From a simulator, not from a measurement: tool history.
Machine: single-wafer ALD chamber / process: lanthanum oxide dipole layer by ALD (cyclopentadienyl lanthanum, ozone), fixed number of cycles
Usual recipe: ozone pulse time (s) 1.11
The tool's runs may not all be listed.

run     day  ozone pulse time (s)  read-back reference wafer on the same gauge, thickness_nm  mean film thickness on the monitor wafer (nm)
  1   0.000                  1.20                                                      0.556                                          0.485
  2   0.346                  1.20                                                      0.555                                          0.484
  3   0.717                  1.20                                                      0.555                                          0.485
  4   1.375                  1.11                                                      0.555                                          0.462
  5   2.088                  1.11                                                      0.555                                          0.458
  6   2.562                  1.11                                                      0.555                                          0.458
  7   2.950                  1.35                                                      0.555                                          0.507
  8   3.512                  0.96                                                      0.555                                          0.405
      4.129  -- ozone generator serviced
  9   4.250                  1.11                                                      0.555                                          0.501
      4.658  -- gauge calibrated
 10   4.746                  1.11                                                      0.555                                          0.502
 11   5.271                  1.11                                                      0.555                                          0.499
      5.942  -- showerhead replaced
 12   5.996                  1.11                                                      0.555                                          0.500
 13   6.667                  1.11                                                      0.555                                          0.501
 14   7.375                  0.86                                                      0.555                                          0.420
 15   8.033                  1.11                                                      0.555                                          0.504
 16   8.338                  1.11                                                      0.555                                          0.502
      8.683  -- thermocouple changed; heater temperature recalibrated
 17   8.704                  0.84                                                      0.555                                          0.410
 18   9.312                  1.11                                                      0.556                                          0.500
 19   9.867                  0.69                                                      0.555                                          0.307
 20  10.492                  1.53                                                      0.555                                          0.548
 21  10.838                  0.76                                                      0.555                                          0.361
 22  11.267                  0.71                                                      0.555                                          0.324
 23  11.742                  1.54                                                      0.556                                          0.547
 24  12.354                  1.39                                                      0.555                                          0.536
 25  12.842                  1.11                                                      0.555                                          0.501
 26  13.179                  0.87                                                      0.555                                          0.423
 27  13.571                  1.11                                                      0.554                                          0.500

What if the next run were any one of these 5? Each begins from the tool's condition after run 27:
  A  13.588                  1.26                                                          ?                                              ?
  B  13.588                  1.42                                                          ?                                              ?
  C  13.588                  1.46                                                          ?                                              ?
  D  13.588                  0.80                                                          ?                                              ?
  E  13.588                  1.24                                                          ?                                              ?

run  read-back reference wafer on the same gauge, thickness_nm  mean film thickness on the monitor wafer (nm)
  A                                                      0.555                                          0.527
  B                                                      0.555                                          0.543
  C                                                      0.555                                          0.546
  D                                                      0.555                                          0.387
  E                                                      0.555                                          0.525
With no hidden state in the tool, these same runs would have given:
run  mean film thickness on the monitor wafer (nm)
  A                                          0.528
  B                                          0.544
  C                                          0.547
  D                                          0.389
  E                                          0.526
